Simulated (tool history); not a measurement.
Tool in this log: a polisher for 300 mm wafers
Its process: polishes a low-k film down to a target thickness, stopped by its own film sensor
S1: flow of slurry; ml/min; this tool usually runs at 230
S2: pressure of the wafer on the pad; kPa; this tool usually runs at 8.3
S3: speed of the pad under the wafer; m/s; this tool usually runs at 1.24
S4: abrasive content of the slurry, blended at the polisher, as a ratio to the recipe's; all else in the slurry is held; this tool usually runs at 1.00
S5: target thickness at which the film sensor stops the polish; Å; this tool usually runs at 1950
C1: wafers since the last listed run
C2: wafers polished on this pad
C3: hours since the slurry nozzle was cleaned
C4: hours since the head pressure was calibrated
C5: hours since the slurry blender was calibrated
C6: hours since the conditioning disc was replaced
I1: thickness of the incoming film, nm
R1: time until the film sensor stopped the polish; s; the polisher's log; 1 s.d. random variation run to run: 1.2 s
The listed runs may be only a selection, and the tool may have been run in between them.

run,hour,S1,S2,S3,S4,S5,C1,C2,C3,C4,C5,C6,I1,R1
1,0.0,230,8.3,1.24,1.00,1910,0,145,18.6,284.1,29.1,38.5,222.3,118.4
2,16.5,230,8.3,1.24,1.00,1910,95,240,35.1,300.6,45.6,55.0,219.6,107.9
3,41.2,230,8.3,1.24,0.90,1950,142,383,59.8,325.3,70.3,79.7,222.7,111.1
4,84.5,230,8.3,1.24,0.90,1950,249,632,103.1,368.6,113.6,123.0,220.1,102.2
5,112.5,230,8.3,1.24,1.00,1950,161,793,131.1,396.6,141.6,151.0,221.1,102.9
# hour 124.2: conditioning disc replaced and pad reconditioned
6,126.6,230,8.3,1.54,1.00,1950,69,863,145.2,410.7,155.7,2.4,219.0,79.3
7,144.0,200,8.3,1.24,1.00,1950,100,963,162.6,428.1,173.1,19.8,219.1,97.3
# hour 154.0: worn pad replaced by a new one
8,174.1,230,8.3,1.24,1.00,1950,150,115,192.7,458.2,203.2,49.9,220.4,103.1
9,205.2,230,8.3,1.24,1.00,1950,179,294,223.8,489.3,234.3,81.0,219.8,99.1
10,223.0,230,8.3,1.24,1.00,1950,102,397,241.6,507.1,252.1,98.8,221.3,106.4
# hour 229.3: slurry blender recalibrated
11,240.5,230,6.9,1.24,1.00,1950,89,486,259.1,524.6,11.2,116.3,219.5,111.7
12,262.7,230,8.3,1.24,1.00,1950,127,614,281.3,546.8,33.4,138.5,224.3,109.7
13,274.8,275,6.2,0.90,0.80,1950,69,683,293.4,558.9,45.5,150.6,221.1,190.3
# hour 306.5: conditioning disc replaced and pad reconditioned
# hour 312.2: worn pad replaced by a new one
# hour 369.9: slurry nozzle cleaned
14,382.5,155,6.9,1.24,1.10,1870,579,399,12.6,666.6,153.2,76.0,216.9,138.2
15,407.0,230,8.3,1.24,1.00,1890,141,540,37.1,691.1,177.7,100.5,218.1,115.7
16,422.1,195,8.3,1.24,1.00,1890,86,627,52.2,706.2,192.8,115.6,219.5,120.7
17,442.8,190,8.3,1.24,1.00,1990,119,746,72.9,726.9,213.5,136.3,217.7,77.3
# hour 459.1: slurry blender recalibrated
# hour 463.1: conditioning disc replaced and pad reconditioned
18,477.4,295,8.3,1.24,1.00,1950,176,922,107.5,761.5,18.3,14.3,218.0,86.9
# hour 486.2: head pressure recalibrated
# hour 499.1: worn pad replaced by a new one
19,510.9,230,8.3,1.24,1.00,1910,158,67,141.0,24.7,51.8,47.8,223.4,122.5
20,539.0,270,8.3,1.10,1.00,1950,161,229,169.1,52.8,79.9,75.9,221.2,107.6
21,568.1,230,9.7,1.40,1.00,1950,167,397,198.2,81.9,109.0,105.0,224.2,89.5
22,582.3,160,8.3,1.24,0.85,1900,81,478,212.4,96.1,123.2,119.2,221.5,134.2
23,604.7,230,6.9,1.00,0.85,1890,128,607,234.8,118.5,145.6,141.6,219.5,187.8
# hour 629.5: conditioning disc replaced and pad reconditioned
# hour 662.2: worn pad replaced by a new one
# hour 693.6: slurry blender recalibrated
24,694.1,230,8.3,1.24,1.00,1950,468,172,324.2,207.9,0.5,64.6,218.8,86.4

Across each entry between runs, compare the hidden state at the last listed run before it with the hidden state at the first listed run after it:
Logged between run 5 and run 6: conditioning disc replaced and pad reconditioned (hour 124.2)
  abrasive missing from the slurry, %: 9.51 -> 10.4
  measured minus no-state result, R1: +4.9 -> +4.2 s
Logged between run 7 and run 8: worn pad replaced by a new one (hour 154.0)
  abrasive missing from the slurry, %: 11.5 -> 13.5
  measured minus no-state result, R1: +5.8 -> +7.2 s
Logged between run 10 and run 11: slurry blender recalibrated (hour 229.3)
  abrasive missing from the slurry, %: 16.6 -> 1.67
  measured minus no-state result, R1: +9.3 -> +0.9 s
Logged between run 13 and run 14: conditioning disc replaced and pad reconditioned (hour 306.5); worn pad replaced by a new one (hour 312.2); slurry nozzle cleaned (hour 369.9)
  abrasive missing from the slurry, %: 3.87 -> 10.8
  measured minus no-state result, R1: +4.1 -> +7.2 s
Logged between run 17 and run 18: slurry blender recalibrated (hour 459.1); conditioning disc replaced and pad reconditioned (hour 463.1)
  abrasive missing from the slurry, %: 14.6 -> 2.26
  measured minus no-state result, R1: +5.9 -> +0.9 s
Logged between run 18 and run 19: head pressure recalibrated (hour 486.2); worn pad replaced by a new one (hour 499.1)
  abrasive missing from the slurry, %: 2.26 -> 4.4
  measured minus no-state result, R1: +0.9 -> +2.7 s
Logged between run 23 and run 24: conditioning disc replaced and pad reconditioned (hour 629.5); worn pad replaced by a new one (hour 662.2); slurry blender recalibrated (hour 693.6)
  abrasive missing from the slurry, %: 10.4 -> 0.829
  measured minus no-state result, R1: +10.8 -> +0.4 s

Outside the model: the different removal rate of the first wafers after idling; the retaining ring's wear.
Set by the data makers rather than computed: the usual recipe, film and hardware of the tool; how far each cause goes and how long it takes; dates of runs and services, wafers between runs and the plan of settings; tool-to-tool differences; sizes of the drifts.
